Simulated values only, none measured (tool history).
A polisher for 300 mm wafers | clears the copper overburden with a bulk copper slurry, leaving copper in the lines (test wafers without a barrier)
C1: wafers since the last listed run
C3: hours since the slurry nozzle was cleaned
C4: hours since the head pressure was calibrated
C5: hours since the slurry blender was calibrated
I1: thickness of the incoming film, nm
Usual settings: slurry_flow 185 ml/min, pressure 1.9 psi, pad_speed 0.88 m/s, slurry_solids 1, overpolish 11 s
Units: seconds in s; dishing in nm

{"run": 1, "hour": 0.0, "slurry_flow": 235, "pressure": 2.1, "pad_speed": 0.88, "slurry_solids": 1, "overpolish": 11, "C1": 0, "wafers polished on this pad": 716, "C3": 245.7, "C4": 1218.4, "C5": 279.1, "I1": 843.4, "seconds": 122.1, "dishing": 42.3}
{"hour": 62.9, "done": "worn pad replaced by a new one"}
{"run": 2, "hour": 75.7, "slurry_flow": 185, "pressure": 1.7, "pad_speed": 1.12, "slurry_solids": 1, "overpolish": 11, "C1": 494, "wafers polished on this pad": 88, "C3": 321.4, "C4": 1294.1, "C5": 354.8, "I1": 860.5, "seconds": 124.4, "dishing": 40.7}
{"run": 3, "hour": 101.2, "slurry_flow": 185, "pressure": 1.9, "pad_speed": 0.66, "slurry_solids": 0.9, "overpolish": 11, "C1": 176, "wafers polished on this pad": 264, "C3": 346.9, "C4": 1319.6, "C5": 380.3, "I1": 845.1, "seconds": 190.2, "dishing": 30.7}
{"run": 4, "hour": 115.6, "slurry_flow": 185, "pressure": 1.9, "pad_speed": 0.66, "slurry_solids": 0.9, "overpolish": 11, "C1": 99, "wafers polished on this pad": 363, "C3": 361.3, "C4": 1334, "C5": 394.7, "I1": 851.1, "seconds": 189.2, "dishing": 29.7}
{"run": 5, "hour": 135.6, "slurry_flow": 185, "pressure": 1.9, "pad_speed": 0.88, "slurry_solids": 1, "overpolish": 11, "C1": 138, "wafers polished on this pad": 501, "C3": 381.3, "C4": 1354, "C5": 414.7, "I1": 843.3, "seconds": 139, "dishing": 38.3}
{"run": 6, "hour": 166.1, "slurry_flow": 185, "pressure": 1.9, "pad_speed": 0.88, "slurry_solids": 1, "overpolish": 11, "C1": 210, "wafers polished on this pad": 712, "C3": 411.8, "C4": 1384.5, "C5": 445.2, "I1": 839.5, "seconds": 141.1, "dishing": 36.8}
{"run": 7, "hour": 193.9, "slurry_flow": 185, "pressure": 1.9, "pad_speed": 0.88, "slurry_solids": 1, "overpolish": 11, "C1": 191, "wafers polished on this pad": 904, "C3": 439.6, "C4": 1412.3, "C5": 473, "I1": 856.7, "seconds": 142.5, "dishing": 37.7}
{"hour": 203.6, "done": "worn pad replaced by a new one"}
{"run": 8, "hour": 221.4, "slurry_flow": 185, "pressure": 1.9, "pad_speed": 0.88, "slurry_solids": 1, "overpolish": 11, "C1": 162, "wafers polished on this pad": 122, "C3": 467.1, "C4": 1439.8, "C5": 500.5, "I1": 847.6, "seconds": 140, "dishing": 37.1}
{"run": 9, "hour": 249.4, "slurry_flow": 230, "pressure": 1.9, "pad_speed": 0.88, "slurry_solids": 1, "overpolish": 11, "C1": 193, "wafers polished on this pad": 316, "C3": 495.1, "C4": 1467.8, "C5": 528.5, "I1": 838.6, "seconds": 139, "dishing": 36.8}
{"hour": 254.7, "done": "slurry blender recalibrated"}
{"run": 10, "hour": 285.3, "slurry_flow": 230, "pressure": 1.9, "pad_speed": 0.88, "slurry_solids": 1, "overpolish": 11, "C1": 233, "wafers polished on this pad": 550, "C3": 531, "C4": 1503.7, "C5": 30.6, "I1": 832.3, "seconds": 143, "dishing": 36.2}
{"run": 11, "hour": 316.6, "slurry_flow": 230, "pressure": 1.9, "pad_speed": 0.88, "slurry_solids": 1, "overpolish": 11, "C1": 216, "wafers polished on this pad": 766, "C3": 562.3, "C4": 1535, "C5": 61.9, "I1": 840.8, "seconds": 141.6, "dishing": 36.1}
{"hour": 342.4, "done": "worn pad replaced by a new one"}
{"hour": 344.0, "done": "head pressure recalibrated"}
{"run": 12, "hour": 344.5, "slurry_flow": 185, "pressure": 1.9, "pad_speed": 0.88, "slurry_solids": 1, "overpolish": 11, "C1": 154, "wafers polished on this pad": 3, "C3": 590.2, "C4": 0.5, "C5": 89.8, "I1": 859.6, "seconds": 150.3, "dishing": 36.6}
{"run": 13, "hour": 360.3, "slurry_flow": 185, "pressure": 1.9, "pad_speed": 0.88, "slurry_solids": 1, "overpolish": 11, "C1": 109, "wafers polished on this pad": 112, "C3": 606, "C4": 16.3, "C5": 105.6, "I1": 849.7, "seconds": 146.7, "dishing": 35.9}
{"run": 14, "hour": 390.5, "slurry_flow": 230, "pressure": 1.9, "pad_speed": 0.88, "slurry_solids": 1, "overpolish": 11, "C1": 208, "wafers polished on this pad": 321, "C3": 636.2, "C4": 46.5, "C5": 135.8, "I1": 827.6, "seconds": 142.2, "dishing": 36.2}
{"run": 15, "hour": 422.2, "slurry_flow": 185, "pressure": 1.9, "pad_speed": 0.88, "slurry_solids": 1, "overpolish": 11, "C1": 218, "wafers polished on this pad": 539, "C3": 667.9, "C4": 78.2, "C5": 167.5, "I1": 857, "seconds": 148, "dishing": 36.5}
{"hour": 428.8, "done": "slurry blender recalibrated, repeated, since the last time left the tool worse"}
{"run": 16, "hour": 441.1, "slurry_flow": 230, "pressure": 2.1, "pad_speed": 0.88, "slurry_solids": 1, "overpolish": 11, "C1": 116, "wafers polished on this pad": 656, "C3": 686.8, "C4": 97.1, "C5": 12.3, "I1": 836.9, "seconds": 120.6, "dishing": 40.3}
{"run": 17, "hour": 467.3, "slurry_flow": 185, "pressure": 2.4, "pad_speed": 0.88, "slurry_solids": 1, "overpolish": 11, "C1": 180, "wafers polished on this pad": 837, "C3": 713, "C4": 123.3, "C5": 38.5, "I1": 829.7, "seconds": 105.1, "dishing": 47}
{"hour": 492.1, "done": "slurry nozzle cleaned"}
{"run": 18, "hour": 494.5, "slurry_flow": 135, "pressure": 1.4, "pad_speed": 0.88, "slurry_solids": 1, "overpolish": 11, "C1": 180, "wafers polished on this pad": 1018, "C3": 2.4, "C4": 150.5, "C5": 65.7, "I1": 840.4, "seconds": 195.2, "dishing": 28.1}
{"hour": 508.5, "done": "worn pad replaced by a new one"}
{"run": 19, "hour": 509.0, "slurry_flow": 185, "pressure": 1.9, "pad_speed": 0.88, "slurry_solids": 1, "overpolish": 4, "C1": 72, "wafers polished on this pad": 3, "C3": 16.9, "C4": 165, "C5": 80.2, "I1": 843.2, "seconds": 140.7, "dishing": 16.2}
{"run": 20, "hour": 519.4, "slurry_flow": 185, "pressure": 2.2, "pad_speed": 0.88, "slurry_solids": 0.7, "overpolish": 7, "C1": 71, "wafers polished on this pad": 75, "C3": 27.3, "C4": 175.4, "C5": 90.6, "I1": 829.5, "seconds": 123.8, "dishing": 28.7}
{"run": 21, "hour": 540.2, "slurry_flow": 185, "pressure": 2.6, "pad_speed": 1.06, "slurry_solids": 1.25, "overpolish": 11, "C1": 143, "wafers polished on this pad": 218, "C3": 48.1, "C4": 196.2, "C5": 111.4, "I1": 831.6, "seconds": 77.4, "dishing": 57}
{"run": 22, "hour": 556.8, "slurry_flow": 185, "pressure": 1.5, "pad_speed": 0.88, "slurry_solids": 0.9, "overpolish": 11, "C1": 114, "wafers polished on this pad": 333, "C3": 64.7, "C4": 212.8, "C5": 128, "I1": 827.5, "seconds": 173.4, "dishing": 30.1}
{"run": 23, "hour": 590.7, "slurry_flow": 185, "pressure": 1.9, "pad_speed": 0.88, "slurry_solids": 1.15, "overpolish": 11, "C1": 233, "wafers polished on this pad": 567, "C3": 98.6, "C4": 246.7, "C5": 161.9, "I1": 850.7, "seconds": 132.7, "dishing": 39.7}
{"run": 24, "hour": 624.5, "slurry_flow": 185, "pressure": 2.5, "pad_speed": 1.06, "slurry_solids": 0.9, "overpolish": 6, "C1": 233, "wafers polished on this pad": 800, "C3": 132.4, "C4": 280.5, "C5": 195.7, "I1": 837.6, "seconds": 86.9, "dishing": 33.8}
{"run": 25, "hour": 639.0, "slurry_flow": 185, "pressure": 1.9, "pad_speed": 0.88, "slurry_solids": 1, "overpolish": 11, "C1": 100, "wafers polished on this pad": 900, "C3": 146.9, "C4": 295, "C5": 210.2, "I1": 849, "seconds": 138.3, "dishing": 37.8}
{"run": 26, "hour": 652.8, "slurry_flow": 185, "pressure": 1.9, "pad_speed": 0.6, "slurry_solids": 1, "overpolish": 11, "C1": 95, "wafers polished on this pad": 996, "C3": 160.7, "C4": 308.8, "C5": 224, "I1": 828.6, "seconds": 202.4, "dishing": 28.7}
{"run": 27, "hour": 669.1, "slurry_flow": 185, "pressure": 1.5, "pad_speed": 0.88, "slurry_solids": 0.7, "overpolish": 11, "C1": 112, "wafers polished on this pad": 1108, "C3": 177, "C4": 325.1, "C5": 240.3, "I1": 846.4, "seconds": 184.4, "dishing": 29.4}

5 ways to go on from here, each from the tool as it stands after run 27. What would each give?
{"run": "A", "hour": 669.6, "slurry_flow": 185, "pressure": 1.9, "pad_speed": 0.88, "slurry_solids": 1, "overpolish": 16, "C1": 3, "wafers polished on this pad": 1112, "C3": 177.5, "C4": 325.6, "C5": 240.8, "I1": 856.6, "seconds": "?", "dishing": "?"}
{"run": "B", "hour": 669.6, "slurry_flow": 185, "pressure": 2.1, "pad_speed": 0.88, "slurry_solids": 1, "overpolish": 5, "C1": 3, "wafers polished on this pad": 1112, "C3": 177.5, "C4": 325.6, "C5": 240.8, "I1": 856.6, "seconds": "?", "dishing": "?"}
{"run": "C", "hour": 669.6, "slurry_flow": 185, "pressure": 1.9, "pad_speed": 0.74, "slurry_solids": 1, "overpolish": 11, "C1": 3, "wafers polished on this pad": 1112, "C3": 177.5, "C4": 325.6, "C5": 240.8, "I1": 856.6, "seconds": "?", "dishing": "?"}
{"run": "D", "hour": 669.6, "slurry_flow": 250, "pressure": 1.2, "pad_speed": 0.8, "slurry_solids": 1, "overpolish": 11, "C1": 3, "wafers polished on this pad": 1112, "C3": 177.5, "C4": 325.6, "C5": 240.8, "I1": 856.6, "seconds": "?", "dishing": "?"}
{"run": "E", "hour": 669.6, "slurry_flow": 205, "pressure": 2.3, "pad_speed": 0.88, "slurry_solids": 0.9, "overpolish": 16, "C1": 3, "wafers polished on this pad": 1112, "C3": 177.5, "C4": 325.6, "C5": 240.8, "I1": 856.6, "seconds": "?", "dishing": "?"}

run=A seconds=139.1 dishing=48.4
run=B seconds=125.9 dishing=21.9
run=C seconds=165.5 dishing=33
run=D seconds=233.1 dishing=24.1
run=E seconds=115.1 dishing=56.1
Without the tool's hidden state the same runs would have given:
run=A seconds=137.5 dishing=48.7
run=B seconds=124.4 dishing=22.1
run=C seconds=163.6 dishing=33.3
run=D seconds=230.4 dishing=24.3
run=E seconds=113.8 dishing=56.5
